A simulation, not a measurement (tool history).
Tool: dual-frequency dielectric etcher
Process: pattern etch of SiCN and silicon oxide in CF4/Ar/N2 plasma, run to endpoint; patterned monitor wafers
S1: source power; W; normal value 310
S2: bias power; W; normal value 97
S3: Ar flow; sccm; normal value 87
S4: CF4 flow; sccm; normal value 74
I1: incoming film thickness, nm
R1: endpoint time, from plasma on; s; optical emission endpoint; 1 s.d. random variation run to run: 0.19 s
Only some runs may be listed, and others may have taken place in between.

{"run": 1, "day": 0.0, "S1": 310, "S2": 97, "S3": 78, "S4": 79, "I1": 17.51, "R1": 23.6}
{"run": 2, "day": 1.225, "S1": 310, "S2": 97, "S3": 78, "S4": 79, "I1": 17.61, "R1": 23.7}
{"run": 3, "day": 2.25, "S1": 310, "S2": 97, "S3": 78, "S4": 79, "I1": 17.5, "R1": 24.0}
{"run": 4, "day": 3.629, "S1": 310, "S2": 97, "S3": 87, "S4": 74, "I1": 17.66, "R1": 24.1}
{"run": 5, "day": 4.408, "S1": 310, "S2": 97, "S3": 87, "S4": 74, "I1": 17.62, "R1": 24.1}
{"run": 6, "day": 5.771, "S1": 310, "S2": 114, "S3": 87, "S4": 74, "I1": 17.67, "R1": 23.1}
{"day": 7.038, "done": "Ar flow controller replaced"}
{"run": 7, "day": 7.058, "S1": 310, "S2": 97, "S3": 87, "S4": 74, "I1": 17.71, "R1": 24.7}
{"day": 7.721, "done": "source power generator calibrated"}
{"run": 8, "day": 7.962, "S1": 310, "S2": 97, "S3": 87, "S4": 74, "I1": 17.64, "R1": 24.5}
{"day": 9.462, "done": "upper electrode replaced"}
{"run": 9, "day": 9.483, "S1": 360, "S2": 97, "S3": 96, "S4": 74, "I1": 17.89, "R1": 22.4}
{"run": 10, "day": 9.762, "S1": 310, "S2": 97, "S3": 87, "S4": 74, "I1": 17.5, "R1": 24.8}
{"day": 10.262, "done": "bias power generator calibrated"}
{"day": 10.558, "done": "CF4 flow controller replaced"}
{"run": 11, "day": 10.633, "S1": 360, "S2": 97, "S3": 79, "S4": 83, "I1": 17.7, "R1": 21.7}
{"run": 12, "day": 11.379, "S1": 340, "S2": 97, "S3": 104, "S4": 74, "I1": 17.53, "R1": 23.3}
{"day": 12.408, "done": "wet clean of the chamber"}
{"run": 13, "day": 12.775, "S1": 310, "S2": 97, "S3": 87, "S4": 74, "I1": 17.54, "R1": 23.6}
{"run": 14, "day": 13.588, "S1": 340, "S2": 113, "S3": 95, "S4": 58, "I1": 17.78, "R1": 21.4}
{"run": 15, "day": 14.262, "S1": 310, "S2": 97, "S3": 98, "S4": 74, "I1": 17.76, "R1": 24.4}
{"run": 16, "day": 15.771, "S1": 310, "S2": 97, "S3": 71, "S4": 62, "I1": 17.56, "R1": 23.6}

4 options for the next run, each taken on its own from the tool as it stands now. Forecast them:
{"run": "A", "day": 15.788, "S1": 310, "S2": 97, "S3": 87, "S4": 82, "I1": 17.49, "R1": "?"}
{"run": "B", "day": 15.788, "S1": 310, "S2": 83, "S3": 96, "S4": 91, "I1": 17.49, "R1": "?"}
{"run": "C", "day": 15.788, "S1": 360, "S2": 81, "S3": 87, "S4": 74, "I1": 17.49, "R1": "?"}
{"run": "D", "day": 15.788, "S1": 250, "S2": 97, "S3": 87, "S4": 74, "I1": 17.49, "R1": "?"}

run=A R1=23.2
run=B R1=25.0
run=C R1=22.5
run=D R1=27.8
Stripped of hidden state, with their random variation kept, the same runs would have yielded:
run=A R1=22.9
run=B R1=24.7
run=C R1=22.3
run=D R1=27.4
